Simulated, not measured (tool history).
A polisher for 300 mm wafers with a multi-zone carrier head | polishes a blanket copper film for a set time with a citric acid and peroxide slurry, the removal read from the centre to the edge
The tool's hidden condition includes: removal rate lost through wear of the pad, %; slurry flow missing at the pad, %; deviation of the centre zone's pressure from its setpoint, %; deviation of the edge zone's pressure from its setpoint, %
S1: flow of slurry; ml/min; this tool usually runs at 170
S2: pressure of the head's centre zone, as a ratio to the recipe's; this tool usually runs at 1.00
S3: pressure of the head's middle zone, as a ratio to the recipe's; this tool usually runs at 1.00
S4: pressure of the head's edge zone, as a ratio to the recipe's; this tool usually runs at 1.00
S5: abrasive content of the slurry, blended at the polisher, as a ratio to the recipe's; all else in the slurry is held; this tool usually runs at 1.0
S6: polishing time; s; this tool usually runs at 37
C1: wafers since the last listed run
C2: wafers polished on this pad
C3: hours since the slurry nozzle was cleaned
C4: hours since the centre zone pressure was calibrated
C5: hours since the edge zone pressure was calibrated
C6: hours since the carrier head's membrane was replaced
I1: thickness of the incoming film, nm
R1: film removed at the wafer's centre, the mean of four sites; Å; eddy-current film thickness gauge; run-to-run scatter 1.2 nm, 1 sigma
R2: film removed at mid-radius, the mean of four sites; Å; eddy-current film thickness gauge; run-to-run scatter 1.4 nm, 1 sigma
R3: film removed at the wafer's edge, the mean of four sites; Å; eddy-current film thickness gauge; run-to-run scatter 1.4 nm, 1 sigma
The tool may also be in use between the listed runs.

run     day   S1    S2    S3    S4   S5  S6    C1    C2     C3      C4      C5     C6     I1    R1    R2    R3
  1   0.000  170  1.00  1.00  1.00  1.0  37     0  1866  322.3   597.1   982.1  470.4  650.2  1025   952   990
  2   2.504  170  1.00  1.00  1.00  1.0  37   815  2681  382.4   657.2  1042.2  530.5  646.5  1023   954   977
  3   4.538  170  1.00  1.00  1.00  1.0  37   661  3343  431.2   706.0  1091.0  579.3  649.3  1020   949   966
      4.938  -- worn pad replaced by a new one
  4   5.596  170  1.00  1.00  1.00  1.0  37   290   214  456.6   731.4  1116.4  604.7  643.2   998   947   969
  5   9.846  170  1.00  1.00  1.00  1.0  37  1383  1597  558.6   833.4  1218.4  706.7  653.6  1011   934   970
     11.846  -- slurry nozzle cleaned
  6  12.083  170  1.00  1.00  1.00  1.0  37   714  2312    5.7   887.1  1272.1  760.4  655.2  1028   950   971
  7  14.154  170  1.00  1.00  1.00  1.0  37   674  2986   55.4   936.8  1321.8  810.1  658.7  1039   948   979
     15.117  -- worn pad replaced by a new one
  8  15.250  170  1.00  1.07  1.08  1.0  37   302    43   81.7   963.1  1348.1  836.4  656.6  1005  1018  1001
  9  17.383  170  1.00  1.08  1.00  1.0  37   694   738  132.9  1014.3  1399.3  887.6  659.2  1019  1013   955
     17.633  -- edge zone pressure recalibrated
 10  18.579  145  1.00  1.00  1.00  1.0  37   362  1100  161.6  1043.0    22.7  916.3  641.7  1004   903   930
     20.775  -- carrier head's membrane replaced by a new one
     20.808  -- centre zone pressure recalibrated
     24.683  -- worn pad replaced by a new one
 11  26.279  170  1.00  1.00  1.00  1.0  37  2372   519  346.4   131.3   207.5  132.1  662.1  1094   962   979
     29.517  -- centre zone pressure recalibrated, repeated, since the last time left the tool worse
     31.233  -- slurry nozzle cleaned
     33.579  -- worn pad replaced by a new one
 12  33.783  170  1.00  0.88  1.00  1.2  30  2347    65   61.2   102.4   387.6  312.2  652.0   818   718   815
 13  36.562  170  1.00  0.94  1.06  1.0  50   904   970  127.9   169.1   454.3  378.9  660.5  1329  1233  1325
 14  38.354  200  1.00  1.00  0.96  1.0  37   583  1553  170.9   212.1   497.3  421.9  648.4  1001   962   973
 15  40.450  170  1.00  1.00  1.04  1.0  37   682  2235  221.2   262.4   547.6  472.2  648.7   990   920   982
 16  42.733  170  1.00  0.95  1.08  1.0  29   743  2978  276.0   317.2   602.4  527.0  644.2   788   703   798
     43.517  -- worn pad replaced by a new one
 17  44.150  200  1.00  1.00  0.96  1.0  37   406   206  310.0   351.2   636.4  561.0  647.4  1020   979   989
 18  46.788  170  1.00  1.00  1.04  0.7  25   858  1065  373.3   414.5   699.7  624.3  656.3   646   598   612

Hidden state, per run?
removal rate lost through wear of the pad, %: 0, the same for each run
slurry flow missing at the pad, %: 0, the same for each run
deviation of the edge zone's pressure from its setpoint, %: 0, the same for each run
H1: deviation of the centre zone's pressure from its setpoint, %
run    H1
  1  6.08
  2  6.26
  3  6.38
  4  6.43
  5  6.61
  6  6.69
  7  6.75
  8  6.78
  9  6.82
 10  6.85
 11  14.7
 12  2.53
 13  3.42
 14   3.9
 15  4.39
 16  4.84
 17  5.08
 18  5.47
